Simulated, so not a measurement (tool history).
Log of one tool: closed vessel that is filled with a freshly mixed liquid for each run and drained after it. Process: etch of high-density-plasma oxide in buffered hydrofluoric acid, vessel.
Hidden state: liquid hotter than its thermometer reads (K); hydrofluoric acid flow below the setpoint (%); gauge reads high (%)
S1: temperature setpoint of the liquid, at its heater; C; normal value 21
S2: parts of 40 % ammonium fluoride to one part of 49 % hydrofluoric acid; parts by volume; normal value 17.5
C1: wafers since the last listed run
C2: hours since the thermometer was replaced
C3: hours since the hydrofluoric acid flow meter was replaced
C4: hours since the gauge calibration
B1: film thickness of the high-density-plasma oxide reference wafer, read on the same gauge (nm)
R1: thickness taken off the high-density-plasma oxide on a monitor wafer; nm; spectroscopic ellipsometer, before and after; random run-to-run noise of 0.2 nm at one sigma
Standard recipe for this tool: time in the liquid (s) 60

{"run": 1, "hour": 0.0, "S1": 23, "S2": 17.5, "time in the liquid (s)": 60, "C1": 0, "C2": 878.4, "C3": 2293.6, "C4": 273.1, "B1": 130, "R1": 56.14}
{"run": 2, "hour": 17.4, "S1": 21, "S2": 21, "time in the liquid (s)": 45, "C1": 2088, "C2": 895.8, "C3": 2311, "C4": 290.5, "B1": 130.01, "R1": 31.49}
{"run": 3, "hour": 30.1, "S1": 21, "S2": 21, "time in the liquid (s)": 45, "C1": 1524, "C2": 908.5, "C3": 2323.7, "C4": 303.2, "B1": 129.99, "R1": 31.95}
{"run": 4, "hour": 56.0, "S1": 21, "S2": 21, "time in the liquid (s)": 45, "C1": 3108, "C2": 934.4, "C3": 2349.6, "C4": 329.1, "B1": 129.99, "R1": 31.87}
{"run": 5, "hour": 75.6, "S1": 21, "S2": 17.5, "time in the liquid (s)": 60, "C1": 2352, "C2": 954, "C3": 2369.2, "C4": 348.7, "B1": 130, "R1": 49.56}
{"run": 6, "hour": 99.3, "S1": 21, "S2": 17.5, "time in the liquid (s)": 60, "C1": 2844, "C2": 977.7, "C3": 2392.9, "C4": 372.4, "B1": 130, "R1": 50.04}
{"run": 7, "hour": 116.7, "S1": 21, "S2": 17.5, "time in the liquid (s)": 60, "C1": 2088, "C2": 995.1, "C3": 2410.3, "C4": 389.8, "B1": 130.01, "R1": 49.72}
{"run": 8, "hour": 136.0, "S1": 21, "S2": 17.5, "time in the liquid (s)": 60, "C1": 2316, "C2": 1014.4, "C3": 2429.6, "C4": 409.1, "B1": 129.99, "R1": 50.12}
{"run": 9, "hour": 152.5, "S1": 21, "S2": 20.5, "time in the liquid (s)": 50, "C1": 1980, "C2": 1030.9, "C3": 2446.1, "C4": 425.6, "B1": 130, "R1": 35.7}
{"run": 10, "hour": 174.5, "S1": 21, "S2": 20.5, "time in the liquid (s)": 50, "C1": 2640, "C2": 1052.9, "C3": 2468.1, "C4": 447.6, "B1": 130, "R1": 36.11}
{"hour": 176.2, "done": "hydrofluoric acid flow meter replaced"}
{"run": 11, "hour": 196.1, "S1": 21, "S2": 20.5, "time in the liquid (s)": 50, "C1": 2472, "C2": 1074.5, "C3": 19.9, "C4": 469.2, "B1": 130.02, "R1": 35.99}
{"run": 12, "hour": 230.9, "S1": 19, "S2": 20.5, "time in the liquid (s)": 50, "C1": 4177, "C2": 1109.3, "C3": 54.7, "C4": 504, "B1": 130, "R1": 32.02}
{"run": 13, "hour": 252.7, "S1": 21, "S2": 17.5, "time in the liquid (s)": 60, "C1": 2616, "C2": 1131.1, "C3": 76.5, "C4": 525.8, "B1": 130, "R1": 50.12}
{"run": 14, "hour": 268.3, "S1": 21, "S2": 17.5, "time in the liquid (s)": 60, "C1": 1872, "C2": 1146.7, "C3": 92.1, "C4": 541.4, "B1": 130, "R1": 50.07}
{"hour": 273.7, "done": "gauge calibrated"}
{"run": 15, "hour": 302.1, "S1": 21, "S2": 17.5, "time in the liquid (s)": 90, "C1": 4057, "C2": 1180.5, "C3": 125.9, "C4": 28.4, "B1": 130, "R1": 74.64}
{"hour": 334.0, "done": "thermometer replaced"}
{"run": 16, "hour": 337.8, "S1": 21, "S2": 17.5, "time in the liquid (s)": 60, "C1": 4165, "C2": 3.8, "C3": 161.6, "C4": 64.1, "B1": 130.02, "R1": 50.29}
{"run": 17, "hour": 367.9, "S1": 24.5, "S2": 17.5, "time in the liquid (s)": 60, "C1": 3613, "C2": 33.9, "C3": 191.7, "C4": 94.2, "B1": 130, "R1": 60.79}
{"run": 18, "hour": 389.2, "S1": 21, "S2": 24, "time in the liquid (s)": 60, "C1": 2556, "C2": 55.2, "C3": 213, "C4": 115.5, "B1": 129.99, "R1": 38.47}
{"run": 19, "hour": 401.6, "S1": 21, "S2": 17.5, "time in the liquid (s)": 30, "C1": 1488, "C2": 67.6, "C3": 225.4, "C4": 127.9, "B1": 129.99, "R1": 25.18}
{"run": 20, "hour": 432.5, "S1": 24.5, "S2": 17.5, "time in the liquid (s)": 35, "C1": 3709, "C2": 98.5, "C3": 256.3, "C4": 158.8, "B1": 130, "R1": 35.38}
{"run": 21, "hour": 468.3, "S1": 26, "S2": 17.5, "time in the liquid (s)": 60, "C1": 4297, "C2": 134.3, "C3": 292.1, "C4": 194.6, "B1": 130, "R1": 65.98}
{"run": 22, "hour": 485.7, "S1": 21, "S2": 17.5, "time in the liquid (s)": 40, "C1": 2088, "C2": 151.7, "C3": 309.5, "C4": 212, "B1": 130, "R1": 33.32}

Entry by entry between the runs, the difference in hidden state between the last listed run before and the first listed run after:
Run 10 -> run 11: hydrofluoric acid flow meter replaced (hour 176.2)
  the hidden state is the same at both runs
Run 14 -> run 15: gauge calibrated (hour 273.7)
  the hidden state is the same at both runs
Run 15 -> run 16: thermometer replaced (hour 334)
  the hidden state is the same at both runs
